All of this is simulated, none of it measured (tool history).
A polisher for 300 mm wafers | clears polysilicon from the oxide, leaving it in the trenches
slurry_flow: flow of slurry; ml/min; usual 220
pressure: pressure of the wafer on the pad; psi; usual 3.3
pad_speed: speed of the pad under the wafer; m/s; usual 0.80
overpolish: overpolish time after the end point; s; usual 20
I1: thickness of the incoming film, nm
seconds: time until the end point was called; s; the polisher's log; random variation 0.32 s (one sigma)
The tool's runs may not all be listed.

Run 1, day 0.000: usual settings; I1 488.9. Result: seconds 41.2 s.
Run 2, day 3.108: usual settings; I1 489.4. Result: seconds 42.6 s.
At day 5.854: worn pad replaced by a new one.
Run 3, day 6.096: usual settings; I1 487.5. Result: seconds 42.8 s.
Run 4, day 9.488: usual settings; I1 491.2. Result: seconds 44.6 s.
At day 10.208: slurry nozzle cleaned.
Run 5, day 11.171: usual settings; I1 493.0. Result: seconds 41.8 s.
Run 6, day 14.208: usual settings; I1 483.6. Result: seconds 42.1 s.
At day 16.633: worn pad replaced by a new one.
Run 7, day 18.412: usual settings; I1 488.8. Result: seconds 43.6 s.
At day 20.438: slurry nozzle cleaned.
Run 8, day 22.338: usual settings but slurry_flow 165 ml/min; I1 488.9. Result: seconds 44.2 s.
Run 9, day 25.817: usual settings but pad_speed 0.96 m/s, overpolish 12 s; I1 482.2. Result: seconds 35.5 s.
At day 26.854: worn pad replaced by a new one.
Run 10, day 28.079: usual settings; I1 490.3. Result: seconds 45.0 s.
Run 11, day 29.900: usual settings but slurry_flow 265 ml/min, pressure 2.9 psi, pad_speed 1.06 m/s, overpolish 31 s; I1 486.2. Result: seconds 36.5 s.
At day 33.275: slurry nozzle cleaned.
Run 12, day 34.075: usual settings; I1 487.5. Result: seconds 41.5 s.
Run 13, day 36.912: usual settings but slurry_flow 180 ml/min, pressure 2.7 psi; I1 482.0. Result: seconds 54.0 s.
At day 37.117: head pressure recalibrated.
At day 37.408: worn pad replaced by a new one.
Run 14, day 40.850: usual settings but slurry_flow 260 ml/min, overpolish 29 s; I1 485.7. Result: seconds 41.2 s.
Run 15, day 42.579: usual settings but slurry_flow 185 ml/min, pad_speed 0.60 m/s; I1 490.5. Result: seconds 58.4 s.
At day 46.250: slurry nozzle cleaned.
At day 48.462: worn pad replaced by a new one.
Run 16, day 52.483: usual settings but pad_speed 0.66 m/s, overpolish 29 s; I1 485.7. Result: seconds 51.6 s.
Run 17, day 55.871: usual settings but slurry_flow 185 ml/min; I1 490.8. Result: seconds 45.0 s.

5 ways to go on from here, each from the tool as it stands after run 17. What would each give?
Run A, day 55.888: usual settings but pressure 3.8 psi; I1 486.5. Result: seconds ?.
Run B, day 55.888: usual settings but slurry_flow 240 ml/min, pressure 2.8 psi, pad_speed 1.02 m/s, overpolish 23 s; I1 486.5. Result: seconds ?.
Run C, day 55.888: usual settings but pad_speed 0.88 m/s; I1 486.5. Result: seconds ?.
Run D, day 55.888: usual settings but slurry_flow 190 ml/min, pressure 4.0 psi; I1 486.5. Result: seconds ?.
Run E, day 55.888: usual settings but pressure 3.0 psi, pad_speed 0.88 m/s; I1 486.5. Result: seconds ?.

run  seconds
  A     37.1
  B     39.0
  C     38.9
  D     36.1
  E     42.7
Without the tool's hidden state the same runs would have given:
run  seconds
  A     34.0
  B     35.9
  C     35.6
  D     32.8
  E     39.1

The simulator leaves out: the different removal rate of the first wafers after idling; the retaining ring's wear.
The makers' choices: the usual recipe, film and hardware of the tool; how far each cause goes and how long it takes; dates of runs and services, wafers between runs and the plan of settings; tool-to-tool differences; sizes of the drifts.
